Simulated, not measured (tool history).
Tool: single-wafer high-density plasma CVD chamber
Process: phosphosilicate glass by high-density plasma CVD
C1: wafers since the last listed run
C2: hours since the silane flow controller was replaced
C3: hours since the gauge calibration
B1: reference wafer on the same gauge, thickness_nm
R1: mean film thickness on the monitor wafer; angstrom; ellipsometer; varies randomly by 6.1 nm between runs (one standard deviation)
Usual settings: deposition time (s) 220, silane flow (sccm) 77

{"run": 1, "hour": 0.0, "deposition time (s)": 220, "silane flow (sccm)": 77, "C1": 0, "C2": 1000.1, "C3": 942, "B1": 2029.715, "R1": 17406.16}
{"run": 2, "hour": 37.2, "deposition time (s)": 220, "silane flow (sccm)": 77, "C1": 198, "C2": 1037.3, "C3": 979.2, "B1": 2027.623, "R1": 17266.65}
{"run": 3, "hour": 63.9, "deposition time (s)": 220, "silane flow (sccm)": 77, "C1": 142, "C2": 1064, "C3": 1005.9, "B1": 2030.238, "R1": 17408.09}
{"run": 4, "hour": 92.2, "deposition time (s)": 220, "silane flow (sccm)": 70, "C1": 150, "C2": 1092.3, "C3": 1034.2, "B1": 2030.681, "R1": 16237.71}
{"run": 5, "hour": 161.1, "deposition time (s)": 220, "silane flow (sccm)": 70, "C1": 367, "C2": 1161.2, "C3": 1103.1, "B1": 2032.5, "R1": 16227.01}
{"run": 6, "hour": 313.9, "deposition time (s)": 220, "silane flow (sccm)": 68, "C1": 814, "C2": 1314, "C3": 1255.9, "B1": 2029.911, "R1": 15939.27}
{"run": 7, "hour": 385.4, "deposition time (s)": 196, "silane flow (sccm)": 89, "C1": 381, "C2": 1385.5, "C3": 1327.4, "B1": 2032.803, "R1": 17411.93}
{"run": 8, "hour": 456.8, "deposition time (s)": 196, "silane flow (sccm)": 89, "C1": 380, "C2": 1456.9, "C3": 1398.8, "B1": 2030.797, "R1": 17427.42}
{"run": 9, "hour": 492.2, "deposition time (s)": 196, "silane flow (sccm)": 89, "C1": 188, "C2": 1492.3, "C3": 1434.2, "B1": 2029.273, "R1": 17330.13}
{"run": 10, "hour": 536.2, "deposition time (s)": 235, "silane flow (sccm)": 73, "C1": 234, "C2": 1536.3, "C3": 1478.2, "B1": 2031.051, "R1": 18028.14}
{"run": 11, "hour": 603.3, "deposition time (s)": 235, "silane flow (sccm)": 73, "C1": 357, "C2": 1603.4, "C3": 1545.3, "B1": 2029.716, "R1": 18037.82}
{"run": 12, "hour": 650.4, "deposition time (s)": 235, "silane flow (sccm)": 73, "C1": 251, "C2": 1650.5, "C3": 1592.4, "B1": 2028.863, "R1": 18047.04}
{"run": 13, "hour": 717.5, "deposition time (s)": 220, "silane flow (sccm)": 77, "C1": 357, "C2": 1717.6, "C3": 1659.5, "B1": 2031.28, "R1": 17555.45}
{"run": 14, "hour": 762.3, "deposition time (s)": 220, "silane flow (sccm)": 77, "C1": 238, "C2": 1762.4, "C3": 1704.3, "B1": 2033.259, "R1": 17598.23}
{"run": 15, "hour": 877.2, "deposition time (s)": 220, "silane flow (sccm)": 77, "C1": 612, "C2": 1877.3, "C3": 1819.2, "B1": 2028.466, "R1": 17509.14}
{"run": 16, "hour": 939.6, "deposition time (s)": 220, "silane flow (sccm)": 77, "C1": 332, "C2": 1939.7, "C3": 1881.6, "B1": 2032.009, "R1": 17748.17}
{"run": 17, "hour": 1008.6, "deposition time (s)": 209, "silane flow (sccm)": 87, "C1": 367, "C2": 2008.7, "C3": 1950.6, "B1": 2031.306, "R1": 18333.68}
{"run": 18, "hour": 1095.2, "deposition time (s)": 209, "silane flow (sccm)": 87, "C1": 461, "C2": 2095.3, "C3": 2037.2, "B1": 2028.233, "R1": 18395.75}
{"run": 19, "hour": 1148.3, "deposition time (s)": 220, "silane flow (sccm)": 88, "C1": 283, "C2": 2148.4, "C3": 2090.3, "B1": 2030.427, "R1": 19450.96}
{"run": 20, "hour": 1198.2, "deposition time (s)": 193, "silane flow (sccm)": 67, "C1": 265, "C2": 2198.3, "C3": 2140.2, "B1": 2030.463, "R1": 14091.99}
{"run": 21, "hour": 1235.0, "deposition time (s)": 220, "silane flow (sccm)": 88, "C1": 196, "C2": 2235.1, "C3": 2177, "B1": 2027.64, "R1": 19622.97}
{"hour": 1263.3, "done": "silane flow controller replaced"}
{"run": 22, "hour": 1283.0, "deposition time (s)": 220, "silane flow (sccm)": 92, "C1": 213, "C2": 19.7, "C3": 2225, "B1": 2026.384, "R1": 19493.09}
{"run": 23, "hour": 1322.5, "deposition time (s)": 246, "silane flow (sccm)": 81, "C1": 210, "C2": 59.2, "C3": 2264.5, "B1": 2030.71, "R1": 19896.69}
{"run": 24, "hour": 1347.7, "deposition time (s)": 204, "silane flow (sccm)": 77, "C1": 134, "C2": 84.4, "C3": 2289.7, "B1": 2031.648, "R1": 15934.7}
{"run": 25, "hour": 1380.7, "deposition time (s)": 187, "silane flow (sccm)": 63, "C1": 175, "C2": 117.4, "C3": 2322.7, "B1": 2034.275, "R1": 12673.44}
{"run": 26, "hour": 1445.8, "deposition time (s)": 208, "silane flow (sccm)": 77, "C1": 347, "C2": 182.5, "C3": 2387.8, "B1": 2034.36, "R1": 16255.34}
{"run": 27, "hour": 1514.0, "deposition time (s)": 220, "silane flow (sccm)": 77, "C1": 363, "C2": 250.7, "C3": 2456, "B1": 2031.206, "R1": 17183.22}
{"run": 28, "hour": 1573.5, "deposition time (s)": 248, "silane flow (sccm)": 62, "C1": 317, "C2": 310.2, "C3": 2515.5, "B1": 2030.56, "R1": 16624.34}
{"run": 29, "hour": 1629.4, "deposition time (s)": 208, "silane flow (sccm)": 77, "C1": 297, "C2": 366.1, "C3": 2571.4, "B1": 2028.881, "R1": 16365.87}
{"hour": 1662.6, "done": "gauge calibrated"}
{"run": 30, "hour": 1683.0, "deposition time (s)": 253, "silane flow (sccm)": 87, "C1": 285, "C2": 419.7, "C3": 20.4, "B1": 2031.856, "R1": 21688.23}
{"run": 31, "hour": 1751.8, "deposition time (s)": 220, "silane flow (sccm)": 77, "C1": 366, "C2": 488.5, "C3": 89.2, "B1": 2029.905, "R1": 17303.76}
{"run": 32, "hour": 1781.4, "deposition time (s)": 192, "silane flow (sccm)": 89, "C1": 157, "C2": 518.1, "C3": 118.8, "B1": 2031.149, "R1": 16750.97}
{"run": 33, "hour": 1826.2, "deposition time (s)": 263, "silane flow (sccm)": 63, "C1": 238, "C2": 562.9, "C3": 163.6, "B1": 2029.908, "R1": 17883.72}
{"run": 34, "hour": 1879.8, "deposition time (s)": 195, "silane flow (sccm)": 63, "C1": 285, "C2": 616.5, "C3": 217.2, "B1": 2032.396, "R1": 13328.4}
{"run": 35, "hour": 1906.7, "deposition time (s)": 241, "silane flow (sccm)": 63, "C1": 143, "C2": 643.4, "C3": 244.1, "B1": 2030.234, "R1": 16415.85}
{"run": 36, "hour": 1949.1, "deposition time (s)": 220, "silane flow (sccm)": 77, "C1": 226, "C2": 685.8, "C3": 286.5, "B1": 2027.661, "R1": 17319.34}
{"run": 37, "hour": 1997.9, "deposition time (s)": 191, "silane flow (sccm)": 77, "C1": 260, "C2": 734.6, "C3": 335.3, "B1": 2030.099, "R1": 14927.7}
{"run": 38, "hour": 2188.7, "deposition time (s)": 220, "silane flow (sccm)": 72, "C1": 1017, "C2": 925.4, "C3": 526.1, "B1": 2032.694, "R1": 16413.11}

Below are 5 alternative next runs, each starting from the tool's condition after run 38. Predict each:
{"run": "A", "hour": 2189.2, "deposition time (s)": 252, "silane flow (sccm)": 77, "C1": 2, "C2": 925.9, "C3": 526.6, "B1": "?", "R1": "?"}
{"run": "B", "hour": 2189.2, "deposition time (s)": 233, "silane flow (sccm)": 83, "C1": 2, "C2": 925.9, "C3": 526.6, "B1": "?", "R1": "?"}
{"run": "C", "hour": 2189.2, "deposition time (s)": 220, "silane flow (sccm)": 84, "C1": 2, "C2": 925.9, "C3": 526.6, "B1": "?", "R1": "?"}
{"run": "D", "hour": 2189.2, "deposition time (s)": 196, "silane flow (sccm)": 77, "C1": 2, "C2": 925.9, "C3": 526.6, "B1": "?", "R1": "?"}
{"run": "E", "hour": 2189.2, "deposition time (s)": 259, "silane flow (sccm)": 77, "C1": 2, "C2": 925.9, "C3": 526.6, "B1": "?", "R1": "?"}

run=A B1=2030.523 R1=19755.94
run=B B1=2030.523 R1=19292.55
run=C B1=2030.523 R1=18377.63
run=D B1=2030.523 R1=15365.73
run=E B1=2030.523 R1=20304.71
With the hidden condition removed and each run's random variation left untouched, the same runs would have given:
run=A R1=19716.6
run=B R1=19254.14
run=C R1=18341.04
run=D R1=15335.13
run=E R1=20264.28
